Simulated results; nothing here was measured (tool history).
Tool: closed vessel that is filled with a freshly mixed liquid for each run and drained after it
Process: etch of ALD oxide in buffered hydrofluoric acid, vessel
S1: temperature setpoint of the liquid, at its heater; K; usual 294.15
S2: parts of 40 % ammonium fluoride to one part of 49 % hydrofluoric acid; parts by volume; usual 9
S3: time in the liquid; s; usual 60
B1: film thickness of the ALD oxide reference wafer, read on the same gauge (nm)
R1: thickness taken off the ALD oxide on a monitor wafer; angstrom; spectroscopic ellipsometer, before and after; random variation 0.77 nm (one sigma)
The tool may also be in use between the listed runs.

| run | hour | S1 | S2 | S3 | B1 | R1 |
|---|---|---|---|---|---|---|
| 1 | 0 | 294.15 | 9 | 60 | 99.98 | 2035.1 |
| 2 | 9.6 | 294.15 | 9 | 60 | 100.01 | 2043.4 |
| 3 | 27 | 294.15 | 9 | 60 | 100 | 2042.5 |
| 4 | 33.4 | 294.15 | 9 | 60 | 100 | 2043.7 |
| 5 | 45.4 | 294.15 | 9 | 60 | 100 | 2048 |
| 6 | 57.6 | 294.15 | 9 | 60 | 100 | 2049.6 |
| 7 | 66.1 | 294.15 | 9 | 60 | 99.99 | 2038.8 |
|  | 79.7 | thermometer replaced |
| 8 | 83.3 | 294.15 | 9 | 60 | 100 | 2035.9 |
| 9 | 101.1 | 294.15 | 9 | 60 | 99.99 | 2037.9 |
| 10 | 116.7 | 294.15 | 9 | 60 | 99.96 | 2045.9 |
| 11 | 133.1 | 290.15 | 7.5 | 30 | 99.98 | 994.2 |
| 12 | 149.8 | 294.15 | 9 | 60 | 100.02 | 2041 |
|  | 152.1 | gauge calibrated |
| 13 | 156.4 | 298.65 | 7.5 | 35 | 100.02 | 1859.6 |
| 14 | 166.6 | 294.15 | 9 | 60 | 99.99 | 2046.9 |
|  | 178.3 | hydrofluoric acid flow meter replaced |
| 15 | 179.6 | 296.65 | 9 | 60 | 100 | 2341 |
| 16 | 194.3 | 294.15 | 10 | 30 | 100.01 | 960.4 |
| 17 | 200.6 | 296.65 | 9 | 90 | 100.01 | 3515.8 |
| 18 | 215.3 | 291.15 | 10.5 | 80 | 100.01 | 2056.2 |
| 19 | 232.2 | 294.15 | 9 | 60 | 100.02 | 2036.4 |
| 20 | 242.7 | 298.65 | 11.5 | 85 | 100 | 3039.6 |
| 21 | 252.8 | 294.15 | 6 | 75 | 100.01 | 3808 |

Forecast each of these 3 alternatives for the next run:
| A | 253.5 | 294.15 | 9 | 75 | ? | ? |
| B | 253.5 | 295.65 | 9 | 85 | ? | ? |
| C | 253.5 | 296.15 | 10 | 60 | ? | ? |

| run | B1 | R1 |
|---|---|---|
| A | 100.01 | 2575.1 |
| B | 100.01 | 3170.9 |
| C | 100.01 | 2153.1 |
Without the tool's hidden state the same runs would have given:
| run | R1 |
|---|---|
| A | 2575.1 |
| B | 3170.9 |
| C | 2153.1 |
